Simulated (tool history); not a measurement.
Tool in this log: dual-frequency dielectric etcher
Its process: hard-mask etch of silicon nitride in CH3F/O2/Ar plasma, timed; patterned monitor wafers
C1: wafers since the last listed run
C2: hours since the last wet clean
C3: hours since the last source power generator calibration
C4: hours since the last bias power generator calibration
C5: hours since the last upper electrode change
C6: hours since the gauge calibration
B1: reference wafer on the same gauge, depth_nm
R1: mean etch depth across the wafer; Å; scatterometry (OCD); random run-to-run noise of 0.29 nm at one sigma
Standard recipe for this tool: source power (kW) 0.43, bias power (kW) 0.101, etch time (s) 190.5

Run 1, day 0: usual settings but bias power (kW) 0.116; C1 0; C2 384; C3 4169.9; C4 2191.9; C5 4449; C6 472.9; B1 129. Result: R1 1666 Å.
At day 2.638: wet clean of the chamber.
At day 7.446: gauge calibrated.
Run 2, day 9.588: usual settings but bias power (kW) 0.116; C1 1425; C2 166.8; C3 4400; C4 2422; C5 4679.1; C6 51.4; B1 129. Result: R1 1655 Å.
Run 3, day 11.667: usual settings but bias power (kW) 0.116; C1 345; C2 216.7; C3 4449.9; C4 2471.9; C5 4729; C6 101.3; B1 129. Result: R1 1662 Å.
Run 4, day 14.029: usual settings; C1 392; C2 273.4; C3 4506.6; C4 2528.6; C5 4785.7; C6 158; B1 129. Result: R1 1576 Å.
Run 5, day 15.708: usual settings; C1 278; C2 313.7; C3 4546.9; C4 2568.9; C5 4826; C6 198.3; B1 129. Result: R1 1575 Å.
At day 17.3: upper electrode replaced.
Run 6, day 17.442: usual settings; C1 121; C2 355.3; C3 4588.5; C4 2610.5; C5 3.4; C6 239.9; B1 129. Result: R1 1582 Å.
At day 21.396: wet clean of the chamber.
Run 7, day 21.417: usual settings; C1 493; C2 0.5; C3 4683.9; C4 2705.9; C5 98.8; C6 335.3; B1 129. Result: R1 1544 Å.
At day 21.746: bias power generator calibrated.
Run 8, day 22.279: usual settings but etch time (s) 166.5; C1 115; C2 21.2; C3 4704.6; C4 12.8; C5 119.5; C6 356; B1 129. Result: R1 1384 Å.
At day 25.017: source power generator calibrated.
Run 9, day 25.204: usual settings but etch time (s) 166.5; C1 457; C2 91.4; C3 4.5; C4 83; C5 189.7; C6 426.2; B1 129. Result: R1 1386 Å.
Run 10, day 29.558: usual settings but etch time (s) 233.5; C1 722; C2 195.9; C3 109; C4 187.5; C5 294.2; C6 530.7; B1 129. Result: R1 1956 Å.
Run 11, day 33.596: usual settings; C1 670; C2 292.8; C3 205.9; C4 284.4; C5 391.1; C6 627.6; B1 129. Result: R1 1600 Å.
At day 35.062: gauge calibrated.
Run 12, day 35.708: usual settings but source power (kW) 0.51, bias power (kW) 0.09; C1 350; C2 343.5; C3 256.6; C4 335.1; C5 441.8; C6 15.5; B1 128.9. Result: R1 1628 Å.
At day 40.517: wet clean of the chamber.
Run 13, day 40.538: usual settings but etch time (s) 171.5; C1 635; C2 0.5; C3 372.5; C4 451; C5 557.7; C6 131.4; B1 129. Result: R1 1414 Å.
Run 14, day 42.208: usual settings but bias power (kW) 0.115; C1 277; C2 40.6; C3 412.6; C4 491.1; C5 597.8; C6 171.5; B1 129. Result: R1 1661 Å.

Forecast run 15:
Run 15, day 44.7: usual settings but source power (kW) 0.4; C1 413; C2 100.4; C3 472.4; C4 550.9; C5 657.6; C6 231.3; B1 ?. Result: R1 ?.

{"run 15": {"B1": 128.9, "R1": 1543}}
With the hidden condition absent and the run-to-run variation left alone, this run would have shown R1 1536 Å.
